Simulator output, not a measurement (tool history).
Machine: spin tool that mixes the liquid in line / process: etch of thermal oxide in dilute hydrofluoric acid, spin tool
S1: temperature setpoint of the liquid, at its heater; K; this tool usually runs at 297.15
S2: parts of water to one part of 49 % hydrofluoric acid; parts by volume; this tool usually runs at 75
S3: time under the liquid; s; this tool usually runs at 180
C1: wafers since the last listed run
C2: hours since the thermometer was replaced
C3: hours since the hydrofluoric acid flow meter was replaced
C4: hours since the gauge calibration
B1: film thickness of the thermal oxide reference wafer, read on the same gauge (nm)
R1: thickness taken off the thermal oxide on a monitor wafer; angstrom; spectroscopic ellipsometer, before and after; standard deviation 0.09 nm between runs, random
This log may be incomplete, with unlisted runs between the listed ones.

run,hour,S1,S2,S3,C1,C2,C3,C4,B1,R1
1,0,297.15,75,180,0,473.9,1754.9,233.8,60.02,126.5
2,15.1,297.15,75,180,95,489,1770,248.9,60.02,126.7
3,30,297.15,75,180,94,503.9,1784.9,263.8,60,125.3
4,43.4,297.15,75,180,85,517.3,1798.3,277.2,60,127.6
5,56.9,297.15,75,180,85,530.8,1811.8,290.7,60.01,126.2
6,80.1,297.15,100,180,147,554,1835,313.9,59.96,91.9
7,96,297.15,75,180,100,569.9,1850.9,329.8,60,127.2
8,109.3,297.15,75,180,84,583.2,1864.2,343.1,60,128.7
9,141,297.15,75,180,201,614.9,1895.9,374.8,60.01,128.6
10,196.7,297.15,75,180,353,670.6,1951.6,430.5,60.02,127.9
11,219.2,300.15,75,180,142,693.1,1974.1,453,60,147.6
12,248.2,300.15,75,180,184,722.1,2003.1,482,60,148
# hour 268.3: hydrofluoric acid flow meter replaced
13,282.2,300.15,75,180,209,756.1,13.9,516,59.99,146.7
14,307.4,297.15,100,180,160,781.3,39.1,541.2,60,94.4
15,354.8,292.15,75,225,301,828.7,86.5,588.6,59.98,132.8
# hour 357.5: thermometer replaced
16,436.7,297.15,90,285,513,79.2,168.4,670.5,60,154.5
17,451.9,297.15,75,180,96,94.4,183.6,685.7,60.01,120.7
18,479,301.15,75,180,172,121.5,210.7,712.8,60.01,142.4
19,514.2,292.15,75,180,223,156.7,245.9,748,59.98,99.5
20,540.1,297.15,35,180,164,182.6,271.8,773.9,59.99,275.8
# hour 560.3: gauge calibrated
21,570.3,292.15,75,225,191,212.8,302,10,60,123.8
22,594.7,297.15,75,225,154,237.2,326.4,34.4,60,152.7
23,614.2,295.65,75,180,123,256.7,345.9,53.9,60.02,115
24,676.3,297.15,75,180,394,318.8,408,116,60.03,122.6
25,699,302.15,40,245,144,341.5,430.7,138.7,59.98,406.1
26,714.6,297.15,75,115,99,357.1,446.3,154.3,60.03,79.8
27,741.2,297.15,75,180,168,383.7,472.9,180.9,59.97,121.9

Below are 5 alternative next runs, each starting from the tool's condition after run 27. Predict each:
A,741.7,297.15,75,180,3,384.2,473.4,181.4,?,?
B,741.7,298.65,40,240,3,384.2,473.4,181.4,?,?
C,741.7,293.15,95,260,3,384.2,473.4,181.4,?,?
D,741.7,297.15,60,180,3,384.2,473.4,181.4,?,?
E,741.7,297.15,75,210,3,384.2,473.4,181.4,?,?

run,B1,R1
A,60.01,125.8
B,60.01,350.6
C,60.01,119.1
D,60.01,160.4
E,60.01,146.8
Without the tool's hidden state the same runs would have given:
run,R1
A,120.4
B,335.2
C,113.8
D,153.4
E,140.4
